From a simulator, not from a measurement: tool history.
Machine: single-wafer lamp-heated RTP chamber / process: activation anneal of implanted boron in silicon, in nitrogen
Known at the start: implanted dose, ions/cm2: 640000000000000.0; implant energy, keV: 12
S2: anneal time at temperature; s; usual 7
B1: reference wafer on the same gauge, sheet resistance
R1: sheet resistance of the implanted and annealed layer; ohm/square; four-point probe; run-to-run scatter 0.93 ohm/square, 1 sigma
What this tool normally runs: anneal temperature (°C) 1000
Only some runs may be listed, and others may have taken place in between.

Run 1, hour 0.0: usual settings but S2 9 s; B1 221.27. Result: R1 204.16 ohm/square.
Run 2, hour 82.0: usual settings but S2 8 s; B1 221.19. Result: R1 204.17 ohm/square.
Run 3, hour 129.0: usual settings; B1 215.95. Result: R1 202.74 ohm/square.
Run 4, hour 198.9: usual settings; B1 216.71. Result: R1 202.35 ohm/square.
Run 5, hour 281.5: usual settings; B1 217.18. Result: R1 202.76 ohm/square.
Run 6, hour 324.9: usual settings; B1 217.35. Result: R1 202.18 ohm/square.
Run 7, hour 365.0: usual settings; B1 217.81. Result: R1 204.08 ohm/square.
Run 8, hour 465.3: usual settings; B1 218.28. Result: R1 203.76 ohm/square.
Run 9, hour 515.6: usual settings; B1 218.68. Result: R1 204.18 ohm/square.
Run 10, hour 608.6: usual settings; B1 218.86. Result: R1 206.38 ohm/square.
Run 11, hour 657.5: usual settings; B1 219.20. Result: R1 204.67 ohm/square.
Run 12, hour 731.3: usual settings; B1 219.13. Result: R1 205.13 ohm/square.
Run 13, hour 826.3: usual settings but anneal temperature (°C) 1023; B1 219.66. Result: R1 200.92 ohm/square.
Run 14, hour 872.0: usual settings but anneal temperature (°C) 1010; B1 219.68. Result: R1 201.45 ohm/square.
Run 15, hour 949.0: usual settings but anneal temperature (°C) 1010; B1 219.93. Result: R1 202.71 ohm/square.
Run 16, hour 1052.9: usual settings; B1 219.77. Result: R1 205.59 ohm/square.
Run 17, hour 1139.4: usual settings; B1 220.28. Result: R1 205.88 ohm/square.
Run 18, hour 1191.1: usual settings but anneal temperature (°C) 972, S2 10 s; B1 220.14. Result: R1 224.46 ohm/square.
Run 19, hour 1232.1: usual settings but S2 4 s; B1 220.18. Result: R1 207.71 ohm/square.
Run 20, hour 1337.7: usual settings but anneal temperature (°C) 1027, S2 11 s; B1 220.43. Result: R1 199.97 ohm/square.
Run 21, hour 1415.9: usual settings but anneal temperature (°C) 1027, S2 5 s; B1 215.95. Result: R1 195.15 ohm/square.
Run 22, hour 1523.6: usual settings but anneal temperature (°C) 1022, S2 5 s; B1 217.03. Result: R1 197.23 ohm/square.
Run 23, hour 1602.0: usual settings but anneal temperature (°C) 975; B1 217.71. Result: R1 219.91 ohm/square.
Run 24, hour 1708.2: usual settings; B1 218.08. Result: R1 203.67 ohm/square.
Run 25, hour 1745.4: usual settings but anneal temperature (°C) 973, S2 5 s; B1 218.24. Result: R1 225.71 ohm/square.
Run 26, hour 1803.7: usual settings but S2 5 s; B1 218.74. Result: R1 205.25 ohm/square.
Run 27, hour 1904.2: usual settings but anneal temperature (°C) 1017, S2 11 s; B1 219.22. Result: R1 200.91 ohm/square.
Run 28, hour 1972.3: usual settings but anneal temperature (°C) 971, S2 9 s; B1 219.57. Result: R1 224.97 ohm/square.
Run 29, hour 2056.2: usual settings but S2 11 s; B1 219.61. Result: R1 203.72 ohm/square.
Run 30, hour 2151.4: usual settings; B1 219.85. Result: R1 205.31 ohm/square.
Run 31, hour 2255.3: usual settings but anneal temperature (°C) 1016, S2 5 s; B1 219.96. Result: R1 203.52 ohm/square.
Run 32, hour 2326.3: usual settings; B1 220.34. Result: R1 206.34 ohm/square.
Run 33, hour 2489.6: usual settings but anneal temperature (°C) 1015; B1 220.65. Result: R1 201.54 ohm/square.
Run 34, hour 2527.5: usual settings but anneal temperature (°C) 991; B1 220.53. Result: R1 209.75 ohm/square.

The log once held 12 entries between its listed runs, left out of this copy. Where does each go, and what is different about the tool's unlogged condition between the listed run before it and the listed run after it?
From run 2 to run 3: gauge calibrated (hour 90.2)
  gauge reads high (%): 2.47 -> -0.0269
  the result without the hidden state subtracted from the measured one, R1: +4.91 -> -0.06 ohm/square
From run 5 to run 6: pyrometer window cleaned and pyrometer calibrated (hour 323.8)
  gauge reads high (%): 0.58 -> 0.719
  the result without the hidden state subtracted from the measured one, R1: +1.16 -> +1.44 ohm/square
From run 7 to run 8: reflector plate cleaned (hour 387.3)
  gauge reads high (%): 0.836 -> 1.09
  the result without the hidden state subtracted from the measured one, R1: +1.69 -> +2.20 ohm/square
From run 14 to run 15: pyrometer window cleaned and pyrometer calibrated (hour 883.5); reflector plate cleaned (hour 909.0)
  gauge reads high (%): 1.7 -> 1.76
  the result without the hidden state subtracted from the measured one, R1: +3.37 -> +3.51 ohm/square
From run 20 to run 21: gauge calibrated (hour 1402.4); reflector plate cleaned (hour 1402.6)
  gauge reads high (%): 1.97 -> -0.0375
  the result without the hidden state subtracted from the measured one, R1: +3.87 -> -0.07 ohm/square
From run 21 to run 22: pyrometer window cleaned and pyrometer calibrated (hour 1444.2)
  gauge reads high (%): -0.0375 -> 0.437
  the result without the hidden state subtracted from the measured one, R1: -0.07 -> +0.86 ohm/square
From run 26 to run 27: reflector plate cleaned (hour 1891.4)
  gauge reads high (%): 1.26 -> 1.45
  the result without the hidden state subtracted from the measured one, R1: +2.54 -> +2.87 ohm/square
From run 28 to run 29: pyrometer window cleaned and pyrometer calibrated (hour 1993.1)
  gauge reads high (%): 1.56 -> 1.67
  the result without the hidden state subtracted from the measured one, R1: +3.45 -> +3.35 ohm/square
From run 31 to run 32: reflector plate cleaned (hour 2325.8)
  gauge reads high (%): 1.87 -> 1.92
  the result without the hidden state subtracted from the measured one, R1: +3.73 -> +3.89 ohm/square
From run 32 to run 33: pyrometer window cleaned and pyrometer calibrated (hour 2443.7)
  gauge reads high (%): 1.92 -> 2.02
  the result without the hidden state subtracted from the measured one, R1: +3.89 -> +3.98 ohm/square

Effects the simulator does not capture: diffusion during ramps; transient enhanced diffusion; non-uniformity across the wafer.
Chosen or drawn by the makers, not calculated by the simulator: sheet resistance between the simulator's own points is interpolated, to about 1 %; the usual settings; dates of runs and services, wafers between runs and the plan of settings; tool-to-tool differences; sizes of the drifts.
